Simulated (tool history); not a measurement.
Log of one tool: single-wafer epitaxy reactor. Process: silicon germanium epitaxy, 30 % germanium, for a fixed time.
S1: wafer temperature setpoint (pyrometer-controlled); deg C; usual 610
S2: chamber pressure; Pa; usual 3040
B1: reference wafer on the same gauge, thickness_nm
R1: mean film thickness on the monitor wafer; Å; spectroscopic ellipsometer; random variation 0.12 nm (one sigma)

Run 1, hour 0: usual settings but S1 605 deg C, S2 2733 Pa; B1 72.812. Result: R1 724.27 Å.
Run 2, hour 16.9: usual settings but S1 604 deg C, S2 3280 Pa; B1 72.796. Result: R1 746.42 Å.
Run 3, hour 35.6: usual settings but S1 604 deg C, S2 3280 Pa; B1 72.8. Result: R1 746.38 Å.
Run 4, hour 65.7: usual settings but S1 604 deg C, S2 3280 Pa; B1 72.786. Result: R1 744.85 Å.
Run 5, hour 83.2: usual settings but S1 600 deg C; B1 72.809. Result: R1 688.97 Å.
At hour 84.9: gauge calibrated.
Run 6, hour 114.2: usual settings but S1 600 deg C; B1 72.783. Result: R1 688.1 Å.
Run 7, hour 143.5: usual settings; B1 72.819. Result: R1 808.23 Å.
At hour 155.6: pyrometer calibrated.
Run 8, hour 166.3: usual settings but S1 599 deg C, S2 2840 Pa; B1 72.813. Result: R1 649.37 Å.
Run 9, hour 193.4: usual settings but S1 599 deg C, S2 2840 Pa; B1 72.779. Result: R1 652.95 Å.
Run 10, hour 209: usual settings but S1 599 deg C, S2 2840 Pa; B1 72.789. Result: R1 651.62 Å.
Run 11, hour 231.4: usual settings; B1 72.82. Result: R1 791.13 Å.
Run 12, hour 244.2: usual settings but S1 617 deg C, S2 2400 Pa; B1 72.811. Result: R1 837.04 Å.
Run 13, hour 260.8: usual settings but S1 600 deg C; B1 72.796. Result: R1 677.68 Å.
Run 14, hour 288.8: usual settings; B1 72.841. Result: R1 795.54 Å.
At hour 296.8: showerhead replaced.
Run 15, hour 311.5: usual settings but S1 596 deg C; B1 72.813. Result: R1 636.16 Å.
Run 16, hour 343.7: usual settings but S1 599 deg C, S2 3253 Pa; B1 72.824. Result: R1 680.7 Å.
At hour 364.4: capacitance manometer re-zeroed and calibrated.
At hour 374.7: gauge calibrated.
Run 17, hour 376.4: usual settings but S1 618 deg C, S2 3266 Pa; B1 72.781. Result: R1 894.74 Å.

Forecast run 18:
Run 18, hour 445.5: usual settings but S1 601 deg C, S2 2426 Pa; B1 ?. Result: R1 ?.

Run 18 gave B1 72.787, R1 641.67 Å.
Without the tool's hidden state the same run would have given R1 636.06 Å.
